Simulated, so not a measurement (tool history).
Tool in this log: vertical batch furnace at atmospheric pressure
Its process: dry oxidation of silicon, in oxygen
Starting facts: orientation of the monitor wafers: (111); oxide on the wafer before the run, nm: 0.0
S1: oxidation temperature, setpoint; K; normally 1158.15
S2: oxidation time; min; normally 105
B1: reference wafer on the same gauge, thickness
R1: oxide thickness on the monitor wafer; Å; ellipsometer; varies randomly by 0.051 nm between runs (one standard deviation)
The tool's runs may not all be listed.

{"run": 1, "day": 0.0, "S1": 1158.15, "S2": 105, "B1": 36.91, "R1": 360.4}
{"run": 2, "day": 0.712, "S1": 1158.15, "S2": 105, "B1": 36.88, "R1": 361.1}
{"run": 3, "day": 1.554, "S1": 1158.15, "S2": 105, "B1": 36.91, "R1": 361.5}
{"run": 4, "day": 2.279, "S1": 1158.15, "S2": 105, "B1": 36.9, "R1": 361.5}
{"day": 5.046, "done": "thermocouples replaced and temperature profile calibrated"}
{"run": 5, "day": 5.067, "S1": 1158.15, "S2": 105, "B1": 36.92, "R1": 343.1}
{"run": 6, "day": 5.317, "S1": 1163.15, "S2": 140, "B1": 36.9, "R1": 440.8}
{"run": 7, "day": 5.7, "S1": 1158.15, "S2": 88, "B1": 36.91, "R1": 303.4}
{"day": 7.146, "done": "boat lift adjusted"}
{"run": 8, "day": 7.167, "S1": 1158.15, "S2": 105, "B1": 36.91, "R1": 343.4}
{"run": 9, "day": 7.417, "S1": 1148.15, "S2": 76.5, "B1": 36.91, "R1": 248.1}
{"run": 10, "day": 7.942, "S1": 1141.15, "S2": 79, "B1": 36.9, "R1": 235.9}
{"day": 8.062, "done": "gauge calibrated"}
{"run": 11, "day": 8.975, "S1": 1158.15, "S2": 105, "B1": 36.89, "R1": 345.1}
{"run": 12, "day": 9.688, "S1": 1139.15, "S2": 155, "B1": 36.91, "R1": 369.9}
{"run": 13, "day": 10.212, "S1": 1144.15, "S2": 152.5, "B1": 36.91, "R1": 387.1}
{"run": 14, "day": 10.662, "S1": 1158.15, "S2": 61, "B1": 36.91, "R1": 236.8}

Below, some changes in R1 between adjacent runs. For each, the amount present without the hidden state too (settings, incoming material, random variation) and the amount remaining for the hidden state with gauge scatter not shared by both compared results:
The tool's hidden condition here consists of: true tube temperature minus thermocouple reading, K; monitor wafer colder than the profiled boat position, K; gauge reads high (%).
Run 4 -> 5: thermocouples replaced and temperature profile calibrated. R1 -18.4 Å: hidden state -18.8, all else +0.4.
Run 13 -> 14: S1 1144.15 -> 1158.15, S2 152.5 -> 61. R1 -150.3 Å: hidden state -1.9, all else -148.4.

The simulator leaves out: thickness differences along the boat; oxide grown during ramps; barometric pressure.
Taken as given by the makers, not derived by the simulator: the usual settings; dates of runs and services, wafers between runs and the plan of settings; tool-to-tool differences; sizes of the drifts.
